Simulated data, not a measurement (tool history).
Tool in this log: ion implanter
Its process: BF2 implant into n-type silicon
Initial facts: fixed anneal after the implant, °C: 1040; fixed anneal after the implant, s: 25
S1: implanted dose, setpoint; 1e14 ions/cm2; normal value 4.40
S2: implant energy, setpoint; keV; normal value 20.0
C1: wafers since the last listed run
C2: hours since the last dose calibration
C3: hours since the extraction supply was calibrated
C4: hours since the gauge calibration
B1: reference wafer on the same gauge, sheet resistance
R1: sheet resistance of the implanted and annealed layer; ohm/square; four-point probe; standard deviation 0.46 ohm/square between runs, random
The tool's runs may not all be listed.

{"run": 1, "day": 0.0, "S1": 4.4, "S2": 21.5, "C1": 0, "C2": 1159.9, "C3": 5196.0, "C4": 9.2, "B1": 295.2, "R1": 282.02}
{"run": 2, "day": 0.292, "S1": 4.4, "S2": 21.5, "C1": 116, "C2": 1166.9, "C3": 5203.0, "C4": 16.2, "B1": 294.91, "R1": 282.04}
{"run": 3, "day": 0.567, "S1": 4.4, "S2": 20.0, "C1": 109, "C2": 1173.5, "C3": 5209.6, "C4": 22.8, "B1": 295.0, "R1": 284.14}
{"run": 4, "day": 0.975, "S1": 4.4, "S2": 20.0, "C1": 162, "C2": 1183.3, "C3": 5219.4, "C4": 32.6, "B1": 295.24, "R1": 283.74}
{"run": 5, "day": 1.629, "S1": 4.4, "S2": 20.0, "C1": 260, "C2": 1199.0, "C3": 5235.1, "C4": 48.3, "B1": 294.97, "R1": 284.07}
{"run": 6, "day": 1.879, "S1": 4.4, "S2": 20.0, "C1": 99, "C2": 1205.0, "C3": 5241.1, "C4": 54.3, "B1": 294.93, "R1": 284.12}
{"run": 7, "day": 2.279, "S1": 4.4, "S2": 20.0, "C1": 159, "C2": 1214.6, "C3": 5250.7, "C4": 63.9, "B1": 294.96, "R1": 284.17}
{"run": 8, "day": 2.579, "S1": 4.4, "S2": 20.0, "C1": 119, "C2": 1221.8, "C3": 5257.9, "C4": 71.1, "B1": 295.01, "R1": 283.58}
{"run": 9, "day": 3.0, "S1": 5.15, "S2": 20.0, "C1": 167, "C2": 1231.9, "C3": 5268.0, "C4": 81.2, "B1": 295.03, "R1": 249.37}
{"run": 10, "day": 3.388, "S1": 5.15, "S2": 20.0, "C1": 154, "C2": 1241.2, "C3": 5277.3, "C4": 90.5, "B1": 294.95, "R1": 249.09}
{"run": 11, "day": 3.871, "S1": 5.15, "S2": 20.0, "C1": 192, "C2": 1252.8, "C3": 5288.9, "C4": 102.1, "B1": 294.78, "R1": 249.27}
{"run": 12, "day": 4.2, "S1": 3.41, "S2": 20.0, "C1": 131, "C2": 1260.7, "C3": 5296.8, "C4": 110.0, "B1": 295.1, "R1": 353.86}
{"run": 13, "day": 4.788, "S1": 3.8, "S2": 20.0, "C1": 234, "C2": 1274.8, "C3": 5310.9, "C4": 124.1, "B1": 295.03, "R1": 322.24}
{"run": 14, "day": 5.375, "S1": 5.62, "S2": 17.5, "C1": 234, "C2": 1288.9, "C3": 5325.0, "C4": 138.2, "B1": 294.8, "R1": 236.64}
{"day": 6.142, "done": "Faraday cup replaced and dose calibrated"}
{"run": 15, "day": 6.162, "S1": 5.16, "S2": 26.0, "C1": 181, "C2": 0.5, "C3": 5343.9, "C4": 157.1, "B1": 295.08, "R1": 247.46}
{"run": 16, "day": 6.575, "S1": 4.4, "S2": 20.0, "C1": 164, "C2": 10.4, "C3": 5353.8, "C4": 167.0, "B1": 295.12, "R1": 290.69}
{"run": 17, "day": 6.9, "S1": 4.04, "S2": 15.0, "C1": 129, "C2": 18.2, "C3": 5361.6, "C4": 174.8, "B1": 295.15, "R1": 322.07}
{"day": 7.633, "done": "extraction supply calibrated"}
{"run": 18, "day": 7.654, "S1": 5.15, "S2": 20.0, "C1": 167, "C2": 36.3, "C3": 0.5, "C4": 192.9, "B1": 295.07, "R1": 254.29}
{"run": 19, "day": 7.867, "S1": 4.02, "S2": 15.0, "C1": 84, "C2": 41.4, "C3": 5.6, "C4": 198.0, "B1": 294.91, "R1": 323.46}
{"day": 7.917, "done": "gauge calibrated"}
{"day": 8.2, "done": "Faraday cup replaced and dose calibrated, repeated, since the last time left the tool worse"}
{"run": 20, "day": 8.55, "S1": 3.74, "S2": 25.0, "C1": 139, "C2": 8.4, "C3": 22.0, "C4": 15.2, "B1": 295.02, "R1": 310.65}
{"run": 21, "day": 9.162, "S1": 5.21, "S2": 22.0, "C1": 244, "C2": 23.1, "C3": 36.7, "C4": 29.9, "B1": 295.17, "R1": 237.53}
{"run": 22, "day": 9.862, "S1": 4.4, "S2": 20.0, "C1": 279, "C2": 39.9, "C3": 53.5, "C4": 46.7, "B1": 295.08, "R1": 276.68}
{"run": 23, "day": 10.471, "S1": 5.16, "S2": 20.0, "C1": 242, "C2": 54.5, "C3": 68.1, "C4": 61.3, "B1": 294.71, "R1": 242.95}
{"run": 24, "day": 10.95, "S1": 5.22, "S2": 13.5, "C1": 191, "C2": 66.0, "C3": 79.6, "C4": 72.8, "B1": 294.95, "R1": 253.34}
{"run": 25, "day": 11.692, "S1": 5.06, "S2": 14.0, "C1": 295, "C2": 83.8, "C3": 97.4, "C4": 90.6, "B1": 294.91, "R1": 258.56}

Hidden state or all else? Some run-to-run changes of R1, split into what the settings, what came in and random variation would give without the hidden state, and what is left for the hidden state (with any gauge scatter that isn't in both results):
Hidden conditions of the tool in this case: deviation of the true dose from the Faraday cup's reading, %; deviation of the true energy from its setpoint, %; gauge reads high (%).
Run 11 -> 12: S1 5.15 -> 3.41. R1 +104.59 ohm/square: hidden state +4.10, all else +100.49.
Run 13 -> 14: S1 3.80 -> 5.62, S2 20.0 -> 17.5. R1 -85.60 ohm/square: hidden state -3.62, all else -81.98.
Run 14 -> 15: S1 5.62 -> 5.16, S2 17.5 -> 26.0, Faraday cup replaced and dose calibrated. R1 +10.82 ohm/square: hidden state +5.70, all else +5.12.
Run 19 -> 20: S1 4.02 -> 3.74, S2 15.0 -> 25.0, gauge calibrated, Faraday cup replaced and dose calibrated, repeated, since the last time left the tool worse. R1 -12.81 ohm/square: hidden state -15.99, all else +3.18.
